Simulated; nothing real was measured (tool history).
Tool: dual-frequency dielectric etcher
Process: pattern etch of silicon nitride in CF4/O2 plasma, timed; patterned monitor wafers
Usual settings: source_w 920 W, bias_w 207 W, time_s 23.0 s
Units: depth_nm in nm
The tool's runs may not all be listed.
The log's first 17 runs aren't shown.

run	hour	source_w	bias_w	time_s	read-back reference wafer on the same gauge, depth_nm	depth_nm
# hour 221.5: gauge calibrated
18	231.1	920	207	23.0	103.9	89.1
# hour 240.0: source power generator calibrated
19	243.4	920	207	23.0	104.0	89.9
20	252.3	730	226	30.0	104.0	106.1
21	259.1	990	191	28.0	104.0	110.2
22	269.8	790	258	16.5	103.9	64.5
23	278.0	850	207	29.0	103.9	107.4
24	290.9	1120	189	23.0	103.9	96.5
25	316.2	920	207	25.5	104.2	97.8
26	333.8	1130	207	27.5	104.0	120.4

Run 27 comes next. What will it give?
27	346.4	1020	207	23.0	?	?

read-back reference wafer on the same gauge, depth_nm: 103.9
depth_nm: 93.5 nm
Without the tool's hidden state the same run would have given depth_nm 96.1 nm.
